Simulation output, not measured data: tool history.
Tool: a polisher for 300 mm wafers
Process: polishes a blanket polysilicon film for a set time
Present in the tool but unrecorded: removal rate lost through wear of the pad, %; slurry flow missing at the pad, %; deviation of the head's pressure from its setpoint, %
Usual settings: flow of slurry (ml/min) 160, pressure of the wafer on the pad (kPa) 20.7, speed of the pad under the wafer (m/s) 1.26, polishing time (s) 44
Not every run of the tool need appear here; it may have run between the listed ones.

| run | day | flow of slurry (ml/min) | pressure of the wafer on the pad (kPa) | speed of the pad under the wafer (m/s) | polishing time (s) | wafers since the last listed run | wafers polished on this pad | hours since the slurry nozzle was cleaned | hours since the head pressure was calibrated | incoming thickness of the incoming film, nm | film removed (angstrom) |
|---|---|---|---|---|---|---|---|---|---|---|---|
| 1 | 0 | 160 | 20.7 | 1.54 | 44 | 0 | 1247 | 3.9 | 27.6 | 1407.7 | 5720 |
| 2 | 0.629 | 160 | 20.7 | 1.54 | 44 | 191 | 1438 | 19 | 42.7 | 1422 | 5625 |
| 3 | 1.862 | 160 | 20.7 | 1.26 | 44 | 375 | 1814 | 48.6 | 72.3 | 1414.8 | 4658 |
| 4 | 2.475 | 160 | 20.7 | 1.26 | 44 | 186 | 2000 | 63.3 | 87 | 1403.1 | 4679 |
|  | 3.067 | worn pad replaced by a new one |
| 5 | 4.65 | 160 | 20.7 | 1.26 | 44 | 611 | 481 | 115.5 | 139.2 | 1402.1 | 4582 |
| 6 | 5.404 | 160 | 25.5 | 1.26 | 44 | 229 | 710 | 133.6 | 157.3 | 1399.1 | 5558 |
| 7 | 6.783 | 160 | 25.5 | 1.26 | 44 | 419 | 1130 | 166.7 | 190.4 | 1403 | 5457 |
| 8 | 7.788 | 160 | 25.5 | 1.26 | 44 | 305 | 1436 | 190.8 | 214.5 | 1373.9 | 5430 |
| 9 | 8.433 | 160 | 20.7 | 1.26 | 39 | 196 | 1632 | 206.3 | 230 | 1405.3 | 3973 |
| 10 | 9.483 | 160 | 20.7 | 1.26 | 39 | 319 | 1952 | 231.5 | 255.2 | 1376.5 | 3922 |
|  | 10.079 | worn pad replaced by a new one |
|  | 10.104 | slurry nozzle cleaned |
| 11 | 10.471 | 145 | 20.7 | 1.26 | 44 | 242 | 111 | 8.8 | 278.9 | 1387.8 | 4619 |
| 12 | 11.875 | 145 | 20.7 | 1.26 | 44 | 427 | 539 | 42.5 | 312.6 | 1400.8 | 4601 |
| 13 | 13.154 | 145 | 20.7 | 1.26 | 44 | 389 | 928 | 73.2 | 343.3 | 1394.8 | 4529 |
| 14 | 14.158 | 160 | 17.2 | 1.26 | 44 | 305 | 1233 | 97.3 | 367.4 | 1402.1 | 3897 |
| 15 | 14.879 | 160 | 20.7 | 1.04 | 41 | 219 | 1453 | 114.6 | 384.7 | 1393.2 | 3553 |
| 16 | 16.117 | 160 | 16.5 | 1.26 | 56 | 376 | 1829 | 144.3 | 414.4 | 1400.4 | 4681 |
| 17 | 17.117 | 160 | 20.7 | 1.26 | 44 | 304 | 2134 | 168.3 | 438.4 | 1422.7 | 4535 |
|  | 17.508 | worn pad replaced by a new one |
|  | 20.054 | head pressure recalibrated |
| 18 | 20.075 | 160 | 20.7 | 1.26 | 44 | 824 | 755 | 239.3 | 0.5 | 1396.1 | 4407 |
| 19 | 20.825 | 130 | 20.7 | 1.26 | 44 | 228 | 983 | 257.3 | 18.5 | 1415.9 | 4190 |
| 20 | 22.25 | 160 | 20.7 | 1.44 | 57 | 433 | 1417 | 291.5 | 52.7 | 1382.6 | 6295 |
|  | 22.617 | slurry nozzle cleaned |
|  | 23.308 | worn pad replaced by a new one |
| 21 | 23.433 | 160 | 20.7 | 0.82 | 44 | 296 | 37 | 19.6 | 81.1 | 1372.3 | 3183 |
| 22 | 26.092 | 180 | 26.2 | 1.26 | 40 | 808 | 846 | 83.4 | 144.9 | 1406.6 | 5301 |
| 23 | 26.917 | 140 | 20.7 | 1.26 | 44 | 251 | 1097 | 103.2 | 164.7 | 1379.5 | 4432 |
| 24 | 27.892 | 160 | 20.7 | 1.26 | 44 | 296 | 1394 | 126.6 | 188.1 | 1385.6 | 4508 |
| 25 | 28.446 | 145 | 20.7 | 1.02 | 44 | 168 | 1563 | 139.9 | 201.4 | 1398.3 | 3666 |
|  | 29.671 | worn pad replaced by a new one |
| 26 | 29.808 | 190 | 15.9 | 1.64 | 44 | 363 | 42 | 172.6 | 234.1 | 1389.7 | 4642 |
| 27 | 30.325 | 160 | 20.7 | 0.9 | 44 | 157 | 199 | 185 | 246.5 | 1402.4 | 3251 |
| 28 | 31.133 | 160 | 20.7 | 1.26 | 44 | 245 | 445 | 204.4 | 265.9 | 1402.7 | 4399 |
| 29 | 32.208 | 160 | 20.7 | 1.26 | 44 | 327 | 772 | 230.2 | 291.7 | 1426.4 | 4383 |
| 30 | 33.171 | 115 | 18.6 | 1.26 | 58 | 292 | 1065 | 253.3 | 314.8 | 1391.5 | 4754 |

Exercise: give the hidden state of the tool at every run:
removal rate lost through wear of the pad, %: 0 in every run
deviation of the head's pressure from its setpoint, %: 0 in every run
H1: slurry flow missing at the pad, %
| run | H1 |
|---|---|
| 1 | 1.96 |
| 2 | 3.73 |
| 3 | 7.19 |
| 4 | 8.91 |
| 5 | 15 |
| 6 | 17.1 |
| 7 | 21 |
| 8 | 23.8 |
| 9 | 25.6 |
| 10 | 28.6 |
| 11 | 3.65 |
| 12 | 7.59 |
| 13 | 11.2 |
| 14 | 14 |
| 15 | 16 |
| 16 | 19.5 |
| 17 | 22.3 |
| 18 | 30.6 |
| 19 | 32.7 |
| 20 | 36.7 |
| 21 | 8.47 |
| 22 | 15.9 |
| 23 | 18.2 |
| 24 | 21 |
| 25 | 22.5 |
| 26 | 26.4 |
| 27 | 27.8 |
| 28 | 30.1 |
| 29 | 33.1 |
| 30 | 35.8 |
